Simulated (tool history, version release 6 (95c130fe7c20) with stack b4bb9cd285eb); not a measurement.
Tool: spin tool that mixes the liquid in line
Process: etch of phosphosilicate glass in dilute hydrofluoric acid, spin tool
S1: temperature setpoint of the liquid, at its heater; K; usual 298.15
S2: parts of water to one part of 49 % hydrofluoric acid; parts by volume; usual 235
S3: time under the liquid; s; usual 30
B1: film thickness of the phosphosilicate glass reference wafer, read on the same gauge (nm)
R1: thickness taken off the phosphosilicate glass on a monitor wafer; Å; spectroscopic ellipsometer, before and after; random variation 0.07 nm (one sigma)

{"run": 1, "hour": 0.0, "S1": 294.65, "S2": 235, "S3": 15, "B1": 80.01, "R1": 53.9}
{"run": 2, "hour": 78.2, "S1": 298.15, "S2": 235, "S3": 30, "B1": 80, "R1": 123.3}
{"run": 3, "hour": 158.8, "S1": 298.15, "S2": 235, "S3": 30, "B1": 80.01, "R1": 122.2}
{"run": 4, "hour": 215.2, "S1": 298.15, "S2": 235, "S3": 30, "B1": 80, "R1": 122.1}
{"run": 5, "hour": 276.6, "S1": 298.15, "S2": 235, "S3": 30, "B1": 79.99, "R1": 121.8}
{"run": 6, "hour": 324.4, "S1": 298.15, "S2": 235, "S3": 30, "B1": 80.01, "R1": 123.9}
{"run": 7, "hour": 423.0, "S1": 298.15, "S2": 235, "S3": 20, "B1": 80.01, "R1": 81.3}
{"run": 8, "hour": 509.1, "S1": 298.15, "S2": 235, "S3": 20, "B1": 80, "R1": 82}
{"run": 9, "hour": 604.2, "S1": 298.15, "S2": 235, "S3": 25, "B1": 80.01, "R1": 103.1}
{"run": 10, "hour": 710.0, "S1": 294.65, "S2": 145, "S3": 35, "B1": 79.97, "R1": 223.4}
{"run": 11, "hour": 766.1, "S1": 298.15, "S2": 235, "S3": 30, "B1": 80, "R1": 122.3}
{"run": 12, "hour": 810.5, "S1": 298.15, "S2": 235, "S3": 15, "B1": 80.02, "R1": 61.1}
{"run": 13, "hour": 897.5, "S1": 298.15, "S2": 125, "S3": 15, "B1": 79.99, "R1": 130.3}
{"run": 14, "hour": 985.7, "S1": 299.65, "S2": 280, "S3": 50, "B1": 80.03, "R1": 172.1}
{"run": 15, "hour": 1023.2, "S1": 298.15, "S2": 235, "S3": 30, "B1": 79.98, "R1": 121.6}
{"run": 16, "hour": 1078.1, "S1": 298.15, "S2": 235, "S3": 30, "B1": 80, "R1": 122.8}
{"run": 17, "hour": 1137.8, "S1": 301.65, "S2": 350, "S3": 40, "B1": 80.02, "R1": 109.5}
{"run": 18, "hour": 1186.2, "S1": 298.15, "S2": 335, "S3": 45, "B1": 80.01, "R1": 117.3}
{"run": 19, "hour": 1287.3, "S1": 301.65, "S2": 235, "S3": 40, "B1": 79.99, "R1": 183.6}
{"run": 20, "hour": 1345.0, "S1": 298.15, "S2": 235, "S3": 30, "B1": 80.03, "R1": 123.5}
{"run": 21, "hour": 1430.7, "S1": 303.15, "S2": 235, "S3": 30, "B1": 79.99, "R1": 146.1}
{"run": 22, "hour": 1538.1, "S1": 295.15, "S2": 235, "S3": 30, "B1": 79.96, "R1": 110.3}
{"run": 23, "hour": 1604.1, "S1": 298.15, "S2": 235, "S3": 25, "B1": 80, "R1": 102.7}
{"run": 24, "hour": 1664.2, "S1": 298.15, "S2": 235, "S3": 35, "B1": 80.01, "R1": 144.4}
{"run": 25, "hour": 1728.2, "S1": 295.15, "S2": 145, "S3": 45, "B1": 79.96, "R1": 294.8}
{"run": 26, "hour": 1765.3, "S1": 298.15, "S2": 285, "S3": 30, "B1": 80, "R1": 96.7}
{"run": 27, "hour": 1836.1, "S1": 300.65, "S2": 125, "S3": 15, "B1": 79.98, "R1": 144}
{"run": 28, "hour": 1885.6, "S1": 294.65, "S2": 280, "S3": 35, "B1": 79.98, "R1": 101.9}
{"run": 29, "hour": 1924.8, "S1": 298.15, "S2": 125, "S3": 25, "B1": 80.01, "R1": 216.8}
{"run": 30, "hour": 2143.5, "S1": 298.15, "S2": 235, "S3": 20, "B1": 80, "R1": 81.9}
{"run": 31, "hour": 2241.8, "S1": 300.65, "S2": 275, "S3": 40, "B1": 80.01, "R1": 145.9}
{"run": 32, "hour": 2325.6, "S1": 301.15, "S2": 300, "S3": 15, "B1": 79.99, "R1": 50.2}
{"run": 33, "hour": 2433.1, "S1": 294.65, "S2": 315, "S3": 45, "B1": 79.98, "R1": 111.6}

Not shown: 5 entries that the log had between the listed runs. Between which runs, and how does the tool's hidden state differ before and after?
Between runs 9 and 10: hydrofluoric acid flow meter replaced (hour 660.3)
  no hidden state differs between the two runs
Between runs 16 and 17: thermometer replaced (hour 1090.5)
  no hidden state differs between the two runs
Between runs 18 and 19: gauge calibrated (hour 1269.8)
  no hidden state differs between the two runs
Between runs 29 and 30: hydrofluoric acid flow meter replaced (hour 2067.4)
  no hidden state differs between the two runs
Between runs 31 and 32: thermometer replaced (hour 2288.4)
  no hidden state differs between the two runs
